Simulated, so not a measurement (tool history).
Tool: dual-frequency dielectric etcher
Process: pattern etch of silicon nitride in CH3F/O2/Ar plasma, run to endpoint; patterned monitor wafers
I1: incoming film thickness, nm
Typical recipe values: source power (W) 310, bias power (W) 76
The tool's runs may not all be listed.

{"run": 1, "day": 0.0, "source power (W)": 310, "bias power (W)": 76, "I1": 29.81, "endpoint time (s)": 46.2}
{"run": 2, "day": 0.679, "source power (W)": 310, "bias power (W)": 76, "I1": 29.79, "endpoint time (s)": 45.1}
{"run": 3, "day": 1.088, "source power (W)": 310, "bias power (W)": 70, "I1": 29.84, "endpoint time (s)": 47.3}
{"run": 4, "day": 1.529, "source power (W)": 310, "bias power (W)": 70, "I1": 29.57, "endpoint time (s)": 46.6}
{"run": 5, "day": 2.008, "source power (W)": 310, "bias power (W)": 70, "I1": 29.82, "endpoint time (s)": 46.7}
{"run": 6, "day": 2.533, "source power (W)": 340, "bias power (W)": 80, "I1": 29.62, "endpoint time (s)": 43.1}
{"run": 7, "day": 3.112, "source power (W)": 340, "bias power (W)": 80, "I1": 29.82, "endpoint time (s)": 42.5}
{"run": 8, "day": 3.729, "source power (W)": 340, "bias power (W)": 80, "I1": 29.71, "endpoint time (s)": 42.8}
{"run": 9, "day": 4.317, "source power (W)": 370, "bias power (W)": 84, "I1": 29.54, "endpoint time (s)": 40.3}
{"run": 10, "day": 5.325, "source power (W)": 370, "bias power (W)": 84, "I1": 29.59, "endpoint time (s)": 40.0}
{"run": 11, "day": 5.592, "source power (W)": 310, "bias power (W)": 64, "I1": 29.67, "endpoint time (s)": 46.9}
{"run": 12, "day": 5.962, "source power (W)": 310, "bias power (W)": 64, "I1": 29.79, "endpoint time (s)": 48.3}
{"day": 6.15, "done": "bias power generator calibrated"}
{"day": 6.525, "done": "source power generator calibrated"}
{"run": 13, "day": 6.546, "source power (W)": 310, "bias power (W)": 76, "I1": 29.63, "endpoint time (s)": 44.9}
{"run": 14, "day": 7.092, "source power (W)": 310, "bias power (W)": 76, "I1": 29.47, "endpoint time (s)": 44.3}
{"run": 15, "day": 7.658, "source power (W)": 280, "bias power (W)": 76, "I1": 29.56, "endpoint time (s)": 47.7}
{"day": 8.962, "done": "upper electrode replaced"}
{"day": 9.967, "done": "wet clean of the chamber"}
{"run": 16, "day": 9.988, "source power (W)": 310, "bias power (W)": 62, "I1": 29.2, "endpoint time (s)": 49.1}
{"run": 17, "day": 10.0, "source power (W)": 310, "bias power (W)": 76, "I1": 29.56, "endpoint time (s)": 46.8}
{"run": 18, "day": 10.017, "source power (W)": 380, "bias power (W)": 57, "I1": 29.57, "endpoint time (s)": 46.0}
{"run": 19, "day": 10.029, "source power (W)": 310, "bias power (W)": 76, "I1": 29.78, "endpoint time (s)": 47.0}
{"run": 20, "day": 10.212, "source power (W)": 360, "bias power (W)": 84, "I1": 29.57, "endpoint time (s)": 42.0}
{"run": 21, "day": 10.796, "source power (W)": 360, "bias power (W)": 82, "I1": 29.68, "endpoint time (s)": 42.9}
{"run": 22, "day": 11.496, "source power (W)": 310, "bias power (W)": 82, "I1": 29.74, "endpoint time (s)": 45.3}
{"run": 23, "day": 11.942, "source power (W)": 310, "bias power (W)": 76, "I1": 29.61, "endpoint time (s)": 46.8}
{"run": 24, "day": 12.521, "source power (W)": 340, "bias power (W)": 91, "I1": 29.68, "endpoint time (s)": 41.9}
{"run": 25, "day": 13.025, "source power (W)": 290, "bias power (W)": 64, "I1": 29.47, "endpoint time (s)": 50.7}
{"run": 26, "day": 13.775, "source power (W)": 310, "bias power (W)": 76, "I1": 29.77, "endpoint time (s)": 46.3}
{"run": 27, "day": 14.146, "source power (W)": 370, "bias power (W)": 92, "I1": 29.65, "endpoint time (s)": 40.0}
{"run": 28, "day": 15.167, "source power (W)": 240, "bias power (W)": 65, "I1": 29.43, "endpoint time (s)": 54.2}
{"run": 29, "day": 15.688, "source power (W)": 290, "bias power (W)": 85, "I1": 29.79, "endpoint time (s)": 46.6}
{"run": 30, "day": 16.362, "source power (W)": 360, "bias power (W)": 65, "I1": 29.65, "endpoint time (s)": 45.5}
{"run": 31, "day": 16.717, "source power (W)": 380, "bias power (W)": 62, "I1": 29.62, "endpoint time (s)": 44.7}
{"run": 32, "day": 17.704, "source power (W)": 240, "bias power (W)": 94, "I1": 29.86, "endpoint time (s)": 48.2}
{"run": 33, "day": 17.975, "source power (W)": 260, "bias power (W)": 68, "I1": 29.98, "endpoint time (s)": 51.4}
{"run": 34, "day": 18.642, "source power (W)": 310, "bias power (W)": 65, "I1": 29.74, "endpoint time (s)": 48.5}
{"run": 35, "day": 19.088, "source power (W)": 310, "bias power (W)": 76, "I1": 29.86, "endpoint time (s)": 46.1}

What was the tool's hidden state at every run in the log?
source power that arrives over what is set, %: 0 at every run
bias power that arrives over what is set, %: 0 at every run
H1: etch rate over this chamber's usual, %
run=1 H1=1.46
run=2 H1=1.61
run=3 H1=1.7
run=4 H1=1.8
run=5 H1=1.9
run=6 H1=2.02
run=7 H1=2.15
run=8 H1=2.29
run=9 H1=2.42
run=10 H1=2.64
run=11 H1=2.7
run=12 H1=2.78
run=13 H1=2.91
run=14 H1=3.03
run=15 H1=3.16
run=16 H1=-0.727
run=17 H1=-0.724
run=18 H1=-0.721
run=19 H1=-0.718
run=20 H1=-0.677
run=21 H1=-0.548
run=22 H1=-0.392
run=23 H1=-0.293
run=24 H1=-0.164
run=25 H1=-0.052
run=26 H1=0.115
run=27 H1=0.197
run=28 H1=0.424
run=29 H1=0.54
run=30 H1=0.69
run=31 H1=0.769
run=32 H1=0.988
run=33 H1=1.05
run=34 H1=1.2
run=35 H1=1.3
